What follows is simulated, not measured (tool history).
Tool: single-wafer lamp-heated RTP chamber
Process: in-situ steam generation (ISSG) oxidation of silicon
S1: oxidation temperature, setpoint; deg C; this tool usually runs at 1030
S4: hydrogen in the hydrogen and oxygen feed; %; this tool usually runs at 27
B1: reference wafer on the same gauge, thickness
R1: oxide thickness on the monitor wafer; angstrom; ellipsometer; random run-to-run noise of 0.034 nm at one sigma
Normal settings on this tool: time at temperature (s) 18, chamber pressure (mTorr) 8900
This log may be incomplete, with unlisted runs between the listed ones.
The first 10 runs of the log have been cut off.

{"run": 11, "hour": 352.4, "S1": 1030, "time at temperature (s)": 18, "chamber pressure (mTorr)": 8900, "S4": 27, "B1": 7.049, "R1": 60.19}
{"run": 12, "hour": 375.1, "S1": 1030, "time at temperature (s)": 18, "chamber pressure (mTorr)": 8900, "S4": 27, "B1": 7.039, "R1": 60.28}
{"run": 13, "hour": 391.3, "S1": 1034, "time at temperature (s)": 18, "chamber pressure (mTorr)": 8900, "S4": 27, "B1": 7.045, "R1": 61.88}
{"run": 14, "hour": 407.7, "S1": 1010, "time at temperature (s)": 18, "chamber pressure (mTorr)": 8200, "S4": 27, "B1": 7.045, "R1": 56.19}
{"hour": 419.9, "done": "hydrogen flow controller replaced"}
{"run": 15, "hour": 436.1, "S1": 1030, "time at temperature (s)": 15, "chamber pressure (mTorr)": 8900, "S4": 17, "B1": 7.033, "R1": 49.36}
{"run": 16, "hour": 462.2, "S1": 1045, "time at temperature (s)": 23, "chamber pressure (mTorr)": 9400, "S4": 32, "B1": 7.022, "R1": 75.88}
{"run": 17, "hour": 496.5, "S1": 1030, "time at temperature (s)": 18, "chamber pressure (mTorr)": 8900, "S4": 27, "B1": 7.008, "R1": 60.19}
{"run": 18, "hour": 517.2, "S1": 1030, "time at temperature (s)": 18, "chamber pressure (mTorr)": 8900, "S4": 27, "B1": 7.01, "R1": 60.21}
{"run": 19, "hour": 547.9, "S1": 1025, "time at temperature (s)": 11, "chamber pressure (mTorr)": 9600, "S4": 21, "B1": 6.97, "R1": 43.3}
{"run": 20, "hour": 571.7, "S1": 1042, "time at temperature (s)": 18, "chamber pressure (mTorr)": 10200, "S4": 27, "B1": 6.987, "R1": 61.95}
{"run": 21, "hour": 599.0, "S1": 1030, "time at temperature (s)": 24, "chamber pressure (mTorr)": 8900, "S4": 27, "B1": 6.984, "R1": 68.66}
{"run": 22, "hour": 628.7, "S1": 1036, "time at temperature (s)": 25, "chamber pressure (mTorr)": 7800, "S4": 32, "B1": 6.97, "R1": 76.97}
{"run": 23, "hour": 656.5, "S1": 1030, "time at temperature (s)": 15, "chamber pressure (mTorr)": 9700, "S4": 32, "B1": 6.967, "R1": 56.48}
{"run": 24, "hour": 678.3, "S1": 1047, "time at temperature (s)": 14, "chamber pressure (mTorr)": 7900, "S4": 32, "B1": 6.952, "R1": 60.4}
{"hour": 710.1, "done": "gauge calibrated"}
{"run": 25, "hour": 713.6, "S1": 1030, "time at temperature (s)": 18, "chamber pressure (mTorr)": 7500, "S4": 27, "B1": 7.186, "R1": 62.52}
{"run": 26, "hour": 727.2, "S1": 1037, "time at temperature (s)": 21, "chamber pressure (mTorr)": 10200, "S4": 30, "B1": 7.185, "R1": 68.94}
{"hour": 836.7, "done": "pyrometer window cleaned and pyrometer calibrated"}
{"run": 27, "hour": 837.2, "S1": 1019, "time at temperature (s)": 22, "chamber pressure (mTorr)": 10000, "S4": 32, "B1": 7.135, "R1": 65.04}
{"run": 28, "hour": 846.7, "S1": 1030, "time at temperature (s)": 18, "chamber pressure (mTorr)": 8900, "S4": 27, "B1": 7.127, "R1": 61.04}
{"run": 29, "hour": 882.4, "S1": 1017, "time at temperature (s)": 14, "chamber pressure (mTorr)": 9900, "S4": 32, "B1": 7.13, "R1": 52.36}
{"run": 30, "hour": 908.9, "S1": 1030, "time at temperature (s)": 18, "chamber pressure (mTorr)": 8400, "S4": 20, "B1": 7.105, "R1": 56.97}
{"run": 31, "hour": 930.2, "S1": 1030, "time at temperature (s)": 18, "chamber pressure (mTorr)": 8900, "S4": 32, "B1": 7.115, "R1": 63.38}
{"run": 32, "hour": 950.2, "S1": 1030, "time at temperature (s)": 18, "chamber pressure (mTorr)": 8900, "S4": 27, "B1": 7.111, "R1": 61.16}

Consider 3 possible next runs. They are alternatives, not a sequence: every one starts from the tool as it was left by run 32. What does each give?
{"run": "A", "hour": 950.6, "S1": 1030, "time at temperature (s)": 14, "chamber pressure (mTorr)": 8900, "S4": 27, "B1": "?", "R1": "?"}
{"run": "B", "hour": 950.6, "S1": 1030, "time at temperature (s)": 11, "chamber pressure (mTorr)": 9800, "S4": 27, "B1": "?", "R1": "?"}
{"run": "C", "hour": 950.6, "S1": 1030, "time at temperature (s)": 12, "chamber pressure (mTorr)": 7700, "S4": 27, "B1": "?", "R1": "?"}

run=A B1=7.088 R1=54.18
run=B B1=7.088 R1=47.62
run=C B1=7.088 R1=51.00
With no hidden state in the tool, these same runs would have given:
run=A R1=54.73
run=B R1=48.11
run=C R1=51.52
